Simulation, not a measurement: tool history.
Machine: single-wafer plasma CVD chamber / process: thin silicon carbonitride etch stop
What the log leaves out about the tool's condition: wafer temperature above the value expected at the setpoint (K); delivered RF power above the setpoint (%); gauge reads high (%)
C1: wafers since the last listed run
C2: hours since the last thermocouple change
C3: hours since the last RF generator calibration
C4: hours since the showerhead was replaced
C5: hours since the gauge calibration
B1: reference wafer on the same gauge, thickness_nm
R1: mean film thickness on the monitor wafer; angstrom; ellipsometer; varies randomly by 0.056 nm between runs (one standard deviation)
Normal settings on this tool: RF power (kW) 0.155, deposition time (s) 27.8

run 1 hour=0.0 | RF_power_(kW)=0.155 deposition_time_(s)=27.8 | C1=0 C2=1669.4 C3=1698.5 C4=4105.6 C5=507.6 | B1=13.094 | R1=148.45
run 2 hour=65.5 | RF_power_(kW)=0.155 deposition_time_(s)=27.8 | C1=2202 C2=1734.9 C3=1764.0 C4=4171.1 C5=573.1 | B1=13.079 | R1=148.71
run 3 hour=113.8 | RF_power_(kW)=0.155 deposition_time_(s)=27.8 | C1=1623 C2=1783.2 C3=1812.3 C4=4219.4 C5=621.4 | B1=13.100 | R1=149.61
run 4 hour=183.7 | RF_power_(kW)=0.155 deposition_time_(s)=27.8 | C1=2350 C2=1853.1 C3=1882.2 C4=4289.3 C5=691.3 | B1=13.101 | R1=148.42
run 5 hour=252.7 | RF_power_(kW)=0.145 deposition_time_(s)=27.8 | C1=2319 C2=1922.1 C3=1951.2 C4=4358.3 C5=760.3 | B1=13.099 | R1=145.48
run 6 hour=300.2 | RF_power_(kW)=0.155 deposition_time_(s)=27.8 | C1=1596 C2=1969.6 C3=1998.7 C4=4405.8 C5=807.8 | B1=13.089 | R1=148.57
run 7 hour=370.5 | RF_power_(kW)=0.155 deposition_time_(s)=27.8 | C1=2363 C2=2039.9 C3=2069.0 C4=4476.1 C5=878.1 | B1=13.092 | R1=148.95
run 8 hour=396.2 | RF_power_(kW)=0.155 deposition_time_(s)=27.8 | C1=864 C2=2065.6 C3=2094.7 C4=4501.8 C5=903.8 | B1=13.096 | R1=149.18
run 9 hour=435.7 | RF_power_(kW)=0.155 deposition_time_(s)=27.8 | C1=1328 C2=2105.1 C3=2134.2 C4=4541.3 C5=943.3 | B1=13.112 | R1=148.59
run 10 hour=462.0 | RF_power_(kW)=0.155 deposition_time_(s)=27.8 | C1=884 C2=2131.4 C3=2160.5 C4=4567.6 C5=969.6 | B1=13.108 | R1=148.52
run 11 hour=516.6 | RF_power_(kW)=0.155 deposition_time_(s)=27.8 | C1=1835 C2=2186.0 C3=2215.1 C4=4622.2 C5=1024.2 | B1=13.096 | R1=148.35
run 12 hour=584.1 | RF_power_(kW)=0.155 deposition_time_(s)=27.8 | C1=2269 C2=2253.5 C3=2282.6 C4=4689.7 C5=1091.7 | B1=13.106 | R1=148.68
run 13 hour=627.9 | RF_power_(kW)=0.170 deposition_time_(s)=27.8 | C1=1472 C2=2297.3 C3=2326.4 C4=4733.5 C5=1135.5 | B1=13.090 | R1=152.73
run 14 hour=663.3 | RF_power_(kW)=0.170 deposition_time_(s)=27.8 | C1=1190 C2=2332.7 C3=2361.8 C4=4768.9 C5=1170.9 | B1=13.110 | R1=151.98
run 15 hour=725.0 | RF_power_(kW)=0.130 deposition_time_(s)=27.8 | C1=2074 C2=2394.4 C3=2423.5 C4=4830.6 C5=1232.6 | B1=13.120 | R1=138.75
-- hour=785.6 gauge calibrated
run 16 hour=789.7 | RF_power_(kW)=0.155 deposition_time_(s)=27.8 | C1=2175 C2=2459.1 C3=2488.2 C4=4895.3 C5=4.1 | B1=13.107 | R1=147.36
run 17 hour=818.9 | RF_power_(kW)=0.155 deposition_time_(s)=27.8 | C1=981 C2=2488.3 C3=2517.4 C4=4924.5 C5=33.3 | B1=13.115 | R1=148.16
run 18 hour=850.2 | RF_power_(kW)=0.185 deposition_time_(s)=27.8 | C1=1052 C2=2519.6 C3=2548.7 C4=4955.8 C5=64.6 | B1=13.106 | R1=156.27
run 19 hour=906.5 | RF_power_(kW)=0.155 deposition_time_(s)=27.8 | C1=1892 C2=2575.9 C3=2605.0 C4=5012.1 C5=120.9 | B1=13.093 | R1=146.79
-- hour=935.8 thermocouple changed; heater temperature recalibrated
run 20 hour=968.4 | RF_power_(kW)=0.155 deposition_time_(s)=27.8 | C1=1812 C2=32.6 C3=2666.9 C4=5074.0 C5=182.8 | B1=13.129 | R1=147.31
-- hour=998.3 RF generator calibrated
run 21 hour=1008.2 | RF_power_(kW)=0.180 deposition_time_(s)=27.8 | C1=1069 C2=72.4 C3=9.9 C4=5113.8 C5=222.6 | B1=13.099 | R1=152.22
run 22 hour=1049.1 | RF_power_(kW)=0.130 deposition_time_(s)=25.0 | C1=1375 C2=113.3 C3=50.8 C4=5154.7 C5=263.5 | B1=13.101 | R1=123.23
run 23 hour=1110.7 | RF_power_(kW)=0.135 deposition_time_(s)=29.7 | C1=2071 C2=174.9 C3=112.4 C4=5216.3 C5=325.1 | B1=13.104 | R1=148.08
run 24 hour=1144.9 | RF_power_(kW)=0.155 deposition_time_(s)=27.8 | C1=1149 C2=209.1 C3=146.6 C4=5250.5 C5=359.3 | B1=13.084 | R1=145.20
run 25 hour=1169.2 | RF_power_(kW)=0.135 deposition_time_(s)=27.8 | C1=816 C2=233.4 C3=170.9 C4=5274.8 C5=383.6 | B1=13.121 | R1=138.92
-- hour=1199.6 showerhead replaced
run 26 hour=1223.0 | RF_power_(kW)=0.175 deposition_time_(s)=22.5 | C1=1539 C2=287.2 C3=224.7 C4=23.4 C5=437.4 | B1=13.111 | R1=122.17
run 27 hour=1283.9 | RF_power_(kW)=0.155 deposition_time_(s)=30.4 | C1=2047 C2=348.1 C3=285.6 C4=84.3 C5=498.3 | B1=13.098 | R1=158.04
run 28 hour=1354.6 | RF_power_(kW)=0.130 deposition_time_(s)=30.9 | C1=2376 C2=418.8 C3=356.3 C4=155.0 C5=569.0 | B1=13.112 | R1=150.71
-- hour=1365.2 RF generator calibrated, repeated, since the last time left the tool worse
run 29 hour=1394.1 | RF_power_(kW)=0.130 deposition_time_(s)=25.9 | C1=1059 C2=458.3 C3=28.9 C4=194.5 C5=608.5 | B1=13.105 | R1=131.95
run 30 hour=1447.2 | RF_power_(kW)=0.155 deposition_time_(s)=27.8 | C1=1785 C2=511.4 C3=82.0 C4=247.6 C5=661.6 | B1=13.099 | R1=150.31
run 31 hour=1472.9 | RF_power_(kW)=0.155 deposition_time_(s)=27.8 | C1=864 C2=537.1 C3=107.7 C4=273.3 C5=687.3 | B1=13.098 | R1=150.31
run 32 hour=1513.5 | RF_power_(kW)=0.175 deposition_time_(s)=22.4 | C1=1364 C2=577.7 C3=148.3 C4=313.9 C5=727.9 | B1=13.075 | R1=126.82
run 33 hour=1585.4 | RF_power_(kW)=0.145 deposition_time_(s)=22.6 | C1=2417 C2=649.6 C3=220.2 C4=385.8 C5=799.8 | B1=13.114 | R1=119.98
run 34 hour=1624.2 | RF_power_(kW)=0.175 deposition_time_(s)=27.8 | C1=1304 C2=688.4 C3=259.0 C4=424.6 C5=838.6 | B1=13.104 | R1=156.65

Alternative continuations, all from the tool just after run 34; predict every row:
run A hour=1624.6 | RF_power_(kW)=0.155 deposition_time_(s)=27.8 | C1=13 C2=688.8 C3=259.4 C4=425.0 C5=839.0 | B1=? | R1=?
run B hour=1624.6 | RF_power_(kW)=0.145 deposition_time_(s)=29.7 | C1=13 C2=688.8 C3=259.4 C4=425.0 C5=839.0 | B1=? | R1=?
run C hour=1624.6 | RF_power_(kW)=0.155 deposition_time_(s)=23.8 | C1=13 C2=688.8 C3=259.4 C4=425.0 C5=839.0 | B1=? | R1=?

run=A B1=13.085 R1=150.22
run=B B1=13.085 R1=156.94
run=C B1=13.085 R1=128.61
The same runs, with their run-to-run variation unchanged, on a tool lacking any hidden condition would have given:
run=A R1=150.41
run=B R1=157.14
run=C R1=128.77
